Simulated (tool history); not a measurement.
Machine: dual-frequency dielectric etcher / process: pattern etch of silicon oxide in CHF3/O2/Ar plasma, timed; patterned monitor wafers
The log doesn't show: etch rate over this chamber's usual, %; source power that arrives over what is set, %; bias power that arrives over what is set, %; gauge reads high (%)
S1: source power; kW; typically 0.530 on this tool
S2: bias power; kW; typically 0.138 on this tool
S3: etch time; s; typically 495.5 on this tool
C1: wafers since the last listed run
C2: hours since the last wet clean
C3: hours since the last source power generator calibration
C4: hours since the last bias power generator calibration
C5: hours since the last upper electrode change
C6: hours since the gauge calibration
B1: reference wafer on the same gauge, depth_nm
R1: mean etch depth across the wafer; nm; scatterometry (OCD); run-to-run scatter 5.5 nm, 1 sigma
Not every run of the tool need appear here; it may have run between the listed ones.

Run 1, hour 0.0: usual settings; C1 0; C2 244.4; C3 2266.2; C4 1682.9; C5 6580.7; C6 237.3; B1 846.9. Result: R1 902.5 nm.
Run 2, hour 6.3: usual settings but S3 610.5 s; C1 23; C2 250.7; C3 2272.5; C4 1689.2; C5 6587.0; C6 243.6; B1 845.6. Result: R1 1107.8 nm.
Run 3, hour 24.0: usual settings but S3 610.5 s; C1 65; C2 268.4; C3 2290.2; C4 1706.9; C5 6604.7; C6 261.3; B1 844.9. Result: R1 1109.7 nm.
Run 4, hour 37.1: usual settings but S3 610.5 s; C1 48; C2 281.5; C3 2303.3; C4 1720.0; C5 6617.8; C6 274.4; B1 845.1. Result: R1 1113.7 nm.
Run 5, hour 48.7: usual settings but S3 601.5 s; C1 42; C2 293.1; C3 2314.9; C4 1731.6; C5 6629.4; C6 286.0; B1 846.4. Result: R1 1096.6 nm.
Run 6, hour 57.3: usual settings; C1 31; C2 301.7; C3 2323.5; C4 1740.2; C5 6638.0; C6 294.6; B1 846.5. Result: R1 903.8 nm.
Run 7, hour 74.1: usual settings; C1 61; C2 318.5; C3 2340.3; C4 1757.0; C5 6654.8; C6 311.4; B1 846.6. Result: R1 904.1 nm.
At hour 100.5: gauge calibrated.
At hour 113.3: upper electrode replaced.
Run 8, hour 113.8: usual settings; C1 57; C2 358.2; C3 2380.0; C4 1796.7; C5 0.5; C6 13.3; B1 845.6. Result: R1 918.0 nm.
Run 9, hour 114.2: usual settings; C1 1; C2 358.6; C3 2380.4; C4 1797.1; C5 0.9; C6 13.7; B1 846.6. Result: R1 913.6 nm.
At hour 125.4: source power generator calibrated.
Run 10, hour 125.9: usual settings; C1 28; C2 370.3; C3 0.5; C4 1808.8; C5 12.6; C6 25.4; B1 846.7. Result: R1 914.7 nm.
At hour 142.3: bias power generator calibrated.
At hour 165.8: wet clean of the chamber.
Run 11, hour 166.3: usual settings; C1 47; C2 0.5; C3 40.9; C4 24.0; C5 53.0; C6 65.8; B1 846.0. Result: R1 870.1 nm.
Run 12, hour 166.8: usual settings but S3 418.5 s; C1 1; C2 1.0; C3 41.4; C4 24.5; C5 53.5; C6 66.3; B1 846.2. Result: R1 749.7 nm.
Run 13, hour 167.2: usual settings but S3 610.5 s; C1 1; C2 1.4; C3 41.8; C4 24.9; C5 53.9; C6 66.7; B1 845.5. Result: R1 1088.5 nm.
Run 14, hour 172.5: usual settings but S1 0.660 kW; C1 19; C2 6.7; C3 47.1; C4 30.2; C5 59.2; C6 72.0; B1 845.5. Result: R1 999.4 nm.
Run 15, hour 183.2: usual settings but S1 0.470 kW; C1 39; C2 17.4; C3 57.8; C4 40.9; C5 69.9; C6 82.7; B1 846.5. Result: R1 814.9 nm.
Run 16, hour 197.2: usual settings but S1 0.480 kW, S2 0.154 kW, S3 579.5 s; C1 51; C2 31.4; C3 71.8; C4 54.9; C5 83.9; C6 96.7; B1 846.4. Result: R1 1025.1 nm.
Run 17, hour 204.9: usual settings; C1 28; C2 39.1; C3 79.5; C4 62.6; C5 91.6; C6 104.4; B1 846.3. Result: R1 896.7 nm.
Run 18, hour 212.4: usual settings but S1 0.660 kW, S2 0.128 kW, S3 543.0 s; C1 27; C2 46.6; C3 87.0; C4 70.1; C5 99.1; C6 111.9; B1 846.2. Result: R1 1061.8 nm.
Run 19, hour 227.5: usual settings but S1 0.440 kW, S2 0.169 kW; C1 55; C2 61.7; C3 102.1; C4 85.2; C5 114.2; C6 127.0; B1 846.2. Result: R1 870.4 nm.
Run 20, hour 240.9: usual settings; C1 49; C2 75.1; C3 115.5; C4 98.6; C5 127.6; C6 140.4; B1 845.3. Result: R1 889.4 nm.
Run 21, hour 258.2: usual settings but S1 0.450 kW, S2 0.148 kW, S3 418.0 s; C1 63; C2 92.4; C3 132.8; C4 115.9; C5 144.9; C6 157.7; B1 844.9. Result: R1 696.2 nm.
Run 22, hour 265.3: usual settings but S1 0.580 kW, S3 400.0 s; C1 26; C2 99.5; C3 139.9; C4 123.0; C5 152.0; C6 164.8; B1 845.1. Result: R1 750.8 nm.
Run 23, hour 276.1: usual settings; C1 39; C2 110.3; C3 150.7; C4 133.8; C5 162.8; C6 175.6; B1 846.5. Result: R1 899.8 nm.

Consider 4 possible next runs. They are alternatives, not a sequence: every one starts from the tool as it was left by run 23. What does each give?
Run A, hour 276.7: usual settings but S1 0.570 kW; C1 2; C2 110.9; C3 151.3; C4 134.4; C5 163.4; C6 176.2; B1 ?. Result: R1 ?.
Run B, hour 276.7: usual settings but S1 0.640 kW, S2 0.163 kW; C1 2; C2 110.9; C3 151.3; C4 134.4; C5 163.4; C6 176.2; B1 ?. Result: R1 ?.
Run C, hour 276.7: usual settings but S1 0.610 kW, S2 0.119 kW, S3 401.5 s; C1 2; C2 110.9; C3 151.3; C4 134.4; C5 163.4; C6 176.2; B1 ?. Result: R1 ?.
Run D, hour 276.7: usual settings but S2 0.125 kW, S3 456.0 s; C1 2; C2 110.9; C3 151.3; C4 134.4; C5 163.4; C6 176.2; B1 ?. Result: R1 ?.

run     B1      R1
  A  846.5   936.1
  B  846.5  1080.6
  C  846.5   736.2
  D  846.5   786.2
Without the tool's hidden state the same runs would have given:
run      R1
  A   918.9
  B  1060.8
  C   722.7
  D   771.8
